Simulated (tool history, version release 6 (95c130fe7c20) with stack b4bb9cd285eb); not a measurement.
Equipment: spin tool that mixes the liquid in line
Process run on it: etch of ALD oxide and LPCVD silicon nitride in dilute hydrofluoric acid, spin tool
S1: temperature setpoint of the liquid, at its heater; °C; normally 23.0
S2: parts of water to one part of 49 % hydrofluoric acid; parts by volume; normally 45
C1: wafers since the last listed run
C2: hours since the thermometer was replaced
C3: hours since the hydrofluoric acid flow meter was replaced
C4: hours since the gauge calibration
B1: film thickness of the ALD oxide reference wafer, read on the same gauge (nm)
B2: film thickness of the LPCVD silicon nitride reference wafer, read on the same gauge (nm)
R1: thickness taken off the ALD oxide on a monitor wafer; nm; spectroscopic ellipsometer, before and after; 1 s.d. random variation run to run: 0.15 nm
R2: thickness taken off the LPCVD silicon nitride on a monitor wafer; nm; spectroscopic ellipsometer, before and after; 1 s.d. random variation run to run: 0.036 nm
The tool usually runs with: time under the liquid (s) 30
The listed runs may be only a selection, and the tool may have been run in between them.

run 1 day=0.000 | S1=23.0 S2=45 time_under_the_liquid_(s)=30 | C1=0 C2=15.0 C3=523.4 C4=1995.2 | B1=90.00 B2=90.023 | R1=23.32 R2=0.309
run 2 day=3.838 | S1=23.0 S2=45 time_under_the_liquid_(s)=30 | C1=1905 C2=107.1 C3=615.5 C4=2087.3 | B1=89.99 B2=89.984 | R1=23.44 R2=0.398
run 3 day=7.475 | S1=23.0 S2=45 time_under_the_liquid_(s)=15 | C1=1806 C2=194.4 C3=702.8 C4=2174.6 | B1=90.02 B2=89.984 | R1=11.83 R2=0.146
-- day=14.458 gauge calibrated
-- day=17.738 hydrofluoric acid flow meter replaced
run 4 day=18.775 | S1=23.0 S2=45 time_under_the_liquid_(s)=30 | C1=5590 C2=465.6 C3=24.9 C4=103.6 | B1=90.00 B2=90.019 | R1=22.52 R2=0.294
run 5 day=22.017 | S1=23.0 S2=45 time_under_the_liquid_(s)=30 | C1=1609 C2=543.4 C3=102.7 C4=181.4 | B1=90.04 B2=90.006 | R1=22.56 R2=0.382
run 6 day=23.825 | S1=21.5 S2=40 time_under_the_liquid_(s)=30 | C1=897 C2=586.8 C3=146.1 C4=224.8 | B1=90.00 B2=90.004 | R1=24.22 R2=0.307
run 7 day=27.775 | S1=27.0 S2=45 time_under_the_liquid_(s)=30 | C1=1961 C2=681.6 C3=240.9 C4=319.6 | B1=90.00 B2=89.998 | R1=27.06 R2=0.432
run 8 day=29.471 | S1=21.5 S2=35 time_under_the_liquid_(s)=15 | C1=842 C2=722.3 C3=281.6 C4=360.3 | B1=89.98 B2=90.021 | R1=13.88 R2=0.196
run 9 day=31.121 | S1=23.0 S2=45 time_under_the_liquid_(s)=40 | C1=819 C2=761.9 C3=321.2 C4=399.9 | B1=90.01 B2=89.986 | R1=30.75 R2=0.459
run 10 day=34.358 | S1=25.0 S2=35 time_under_the_liquid_(s)=50 | C1=1607 C2=839.6 C3=398.9 C4=477.6 | B1=90.00 B2=89.984 | R1=55.09 R2=0.674
run 11 day=38.838 | S1=23.0 S2=50 time_under_the_liquid_(s)=30 | C1=2224 C2=947.1 C3=506.4 C4=585.1 | B1=90.04 B2=90.001 | R1=20.72 R2=0.210
run 12 day=44.554 | S1=25.5 S2=55 time_under_the_liquid_(s)=15 | C1=2838 C2=1084.3 C3=643.6 C4=722.3 | B1=90.02 B2=90.028 | R1=10.59 R2=0.165
run 13 day=46.275 | S1=23.0 S2=35 time_under_the_liquid_(s)=40 | C1=854 C2=1125.6 C3=684.9 C4=763.6 | B1=89.97 B2=89.994 | R1=40.71 R2=0.544
run 14 day=49.225 | S1=23.0 S2=45 time_under_the_liquid_(s)=30 | C1=1464 C2=1196.4 C3=755.7 C4=834.4 | B1=90.00 B2=89.999 | R1=23.69 R2=0.306
run 15 day=60.150 | S1=21.5 S2=40 time_under_the_liquid_(s)=30 | C1=5425 C2=1458.6 C3=1017.9 C4=1096.6 | B1=90.00 B2=90.031 | R1=25.74 R2=0.335
run 16 day=61.888 | S1=20.5 S2=45 time_under_the_liquid_(s)=30 | C1=862 C2=1500.3 C3=1059.6 C4=1138.3 | B1=90.04 B2=90.037 | R1=22.09 R2=0.246
-- day=63.579 hydrofluoric acid flow meter replaced
run 17 day=63.888 | S1=25.0 S2=45 time_under_the_liquid_(s)=30 | C1=972 C2=1548.3 C3=7.4 C4=1186.3 | B1=90.04 B2=89.982 | R1=24.36 R2=0.304
run 18 day=67.546 | S1=19.5 S2=45 time_under_the_liquid_(s)=30 | C1=1816 C2=1636.1 C3=95.2 C4=1274.1 | B1=90.01 B2=90.023 | R1=19.42 R2=0.272
run 19 day=69.908 | S1=26.0 S2=45 time_under_the_liquid_(s)=30 | C1=1173 C2=1692.8 C3=151.9 C4=1330.8 | B1=90.00 B2=89.985 | R1=25.84 R2=0.408
run 20 day=73.221 | S1=19.5 S2=40 time_under_the_liquid_(s)=40 | C1=1644 C2=1772.3 C3=231.4 C4=1410.3 | B1=90.03 B2=90.032 | R1=29.67 R2=0.408

The next listed run, before its measurement:
-- day=76.067 thermometer replaced
run 21 day=76.171 | S1=23.0 S2=45 time_under_the_liquid_(s)=30 | C1=1444 C2=2.5 C3=302.2 C4=1481.1 | B1=? B2=? | R1=? R2=?

Run 21 came out at B1 89.99, B2 90.019, R1 23.02 nm, R2 0.275 nm.
Without the tool's hidden state the same run would have given R1 22.45 nm, R2 0.269 nm.
